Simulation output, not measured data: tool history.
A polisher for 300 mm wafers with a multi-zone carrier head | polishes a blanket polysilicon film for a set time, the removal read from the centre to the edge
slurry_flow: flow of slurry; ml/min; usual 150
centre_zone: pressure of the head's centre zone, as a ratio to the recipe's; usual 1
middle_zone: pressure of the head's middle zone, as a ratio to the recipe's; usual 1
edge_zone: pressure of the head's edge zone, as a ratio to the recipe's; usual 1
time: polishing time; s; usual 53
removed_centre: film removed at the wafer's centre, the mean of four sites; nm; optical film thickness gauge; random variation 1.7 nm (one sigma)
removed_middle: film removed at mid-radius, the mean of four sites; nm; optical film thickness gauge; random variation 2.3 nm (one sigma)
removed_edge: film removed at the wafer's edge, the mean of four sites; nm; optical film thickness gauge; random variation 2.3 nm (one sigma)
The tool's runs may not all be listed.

run	hour	slurry_flow	centre_zone	middle_zone	edge_zone	time	incoming thickness of the incoming film, nm	removed_centre	removed_middle	removed_edge
1	0	150	1	1	1	53	1712.9	183.1	189.8	186.6
2	57.9	105	1	1.11	1	53	1698.6	165.3	188.1	171.7
3	90	120	1	1	1	53	1717.3	173.8	177.9	173.3
# hour 101.9: worn pad replaced by a new one
4	139	150	1	1	1	53	1683.4	195.3	207.3	195
5	193.9	150	1	0.91	1.05	53	1729.2	197.6	189.7	199.1
6	255.4	150	1	1	1	53	1696.9	194.8	200.5	192.8
# hour 291.5: edge zone pressure recalibrated
# hour 315.8: slurry nozzle cleaned
7	325.7	150	0.93	1	1	53	1677.3	177.7	198.2	190.3
8	394.8	150	1	1.11	1	53	1702.1	190.6	214.5	187.7
9	459.4	150	1	1	1	53	1682.7	191.1	198.3	190.1
10	519.3	150	1	1	1	53	1730.2	189	198.3	183.7
11	564.5	150	0.91	1	1.1	53	1681.8	169.6	193.2	189.3
12	606.2	170	1	1	1	53	1719.3	192.8	193.3	182.1
# hour 611.9: worn pad replaced by a new one
13	652	150	1.04	1	1.11	34	1696.2	130.4	128.7	130.3
# hour 720.3: slurry nozzle cleaned
14	771.2	150	1	1.07	0.9	62	1707.8	227.4	249.8	210.5
15	809.1	175	1	0.95	1	61	1701.1	229.9	222.2	222.1
16	853.7	105	1	1	1	53	1686	177.4	180.6	177.4

Run 17 comes next. What will it give?
17	898	150	1	0.96	1	53	1687.5	?	?	?

Run 17 gave removed_centre 192 nm, removed_middle 190 nm, removed_edge 182.1 nm.
Without the tool's hidden state the same run would have given removed_centre 193 nm, removed_middle 200.1 nm, removed_edge 191.7 nm.

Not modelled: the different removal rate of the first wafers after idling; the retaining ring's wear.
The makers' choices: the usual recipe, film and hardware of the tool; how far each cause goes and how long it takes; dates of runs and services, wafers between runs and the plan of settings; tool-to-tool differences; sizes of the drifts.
